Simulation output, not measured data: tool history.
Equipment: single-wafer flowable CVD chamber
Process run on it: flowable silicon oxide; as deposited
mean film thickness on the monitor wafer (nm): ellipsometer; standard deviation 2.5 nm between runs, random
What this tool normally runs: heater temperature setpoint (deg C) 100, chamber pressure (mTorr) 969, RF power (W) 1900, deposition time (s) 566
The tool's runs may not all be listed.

run	hour	heater temperature setpoint (deg C)	chamber pressure (mTorr)	RF power (W)	deposition time (s)	read-back reference wafer on the same gauge, thickness_nm	mean film thickness on the monitor wafer (nm)
1	0	100	969	2000	566	494.231	444.026
2	14.1	100	969	2000	566	494.376	445.314
3	49.2	93	969	1900	566	493.691	559.411
4	66.5	93	969	1900	566	493.98	557.985
5	79	93	969	1900	566	494.478	562.124
6	92	100	824	1900	566	493.334	388.319
7	102.8	100	824	1900	566	494.515	388.796
8	111.4	100	824	1900	566	494.411	386.126
9	125.8	100	865	1900	566	492.814	400.394
10	142.4	100	865	1900	566	493.677	400.922
11	161	100	865	1900	566	493.834	399.441
12	167.6	109	969	1900	566	493.901	317.973
13	181.9	89	1077	1900	566	493.952	696.68
14	193.5	100	969	1900	610	493.51	472.571
15	210.1	100	969	1900	566	494.119	438.774
16	221.3	108	969	1705	566	494.399	317.37
17	224.9	108	969	1900	647	495.057	371.658
18	240.3	90	887	2265	513	493.982	551.5
19	252	111	969	2230	566	494.067	298.687
20	285.3	91	1176	1525	537	494.083	627.635
21	295.3	115	896	2025	531	493.33	230.471
22	303.4	105	969	1730	459	494.214	284.861
23	317.7	94	868	1900	621	495.002	549.616
24	330.7	100	969	1615	498	493.798	374.416
25	336.8	100	969	1900	610	494.031	474.544
26	348.6	100	969	1900	566	493.563	439.794
27	364.3	105	969	2115	566	494.102	373.675
28	375.9	96	1098	1765	668	494.316	646.904

Between the runs listed above, the log contained 5 entries, not reproduced here. Where in the sequence does each belong, and how does what the log doesn't record of the tool's condition differ from the listed run before to the listed run after?
Run 9 -> run 10: capacitance manometer re-zeroed and calibrated (hour 141.9)
  no hidden state differs between the two runs
Run 10 -> run 11: showerhead replaced (hour 160.5)
  no hidden state differs between the two runs
Run 14 -> run 15: gauge calibrated (hour 196.6); thermocouple changed; heater temperature recalibrated (hour 208.9)
  no hidden state differs between the two runs
Run 15 -> run 16: RF generator calibrated (hour 220.8)
  no hidden state differs between the two runs
